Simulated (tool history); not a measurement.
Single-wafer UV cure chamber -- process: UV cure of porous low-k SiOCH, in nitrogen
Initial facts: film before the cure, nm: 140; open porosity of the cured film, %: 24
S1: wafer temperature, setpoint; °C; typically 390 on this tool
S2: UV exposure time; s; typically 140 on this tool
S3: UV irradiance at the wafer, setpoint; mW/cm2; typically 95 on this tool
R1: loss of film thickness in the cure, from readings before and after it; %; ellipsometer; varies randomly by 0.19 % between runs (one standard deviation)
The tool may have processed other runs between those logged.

run,hour,S1,S2,S3,R1
1,0,390,140,95,12.397
2,83.5,390,140,95,12.603
3,171.6,390,140,95,12.4
4,220.4,390,140,95,12.146
5,290.2,390,140,95,12.47
6,327.1,390,165,95,13.07
7,371.2,390,140,81,11.259
8,436.8,390,140,81,11.297
9,507.3,399,140,95,12.535
# hour 533.1: UV bulbs replaced
10,550.2,390,140,95,12.129
11,606.2,390,140,105,12.711
# hour 659: quartz window cleaned
12,688.8,390,140,60,10.095
13,758.8,390,140,95,12.253
14,858.5,371,165,64,10.616
15,904.5,390,140,95,12.036
16,984.2,390,60,114,8.932
17,1050.4,390,140,126,13.801

5 ways to go on from here, each from the tool as it stands after run 17. What would each give?
A,1050.9,390,140,95,?
B,1050.9,409,110,80,?
C,1050.9,408,85,64,?
D,1050.9,381,140,95,?
E,1050.9,401,95,95,?

run,R1
A,12.108
B,10.376
C,8.004
D,11.922
E,10.351
Without the tool's unlogged condition, the same runs would have read:
run,R1
A,12.108
B,10.376
C,8.004
D,11.922
E,10.351

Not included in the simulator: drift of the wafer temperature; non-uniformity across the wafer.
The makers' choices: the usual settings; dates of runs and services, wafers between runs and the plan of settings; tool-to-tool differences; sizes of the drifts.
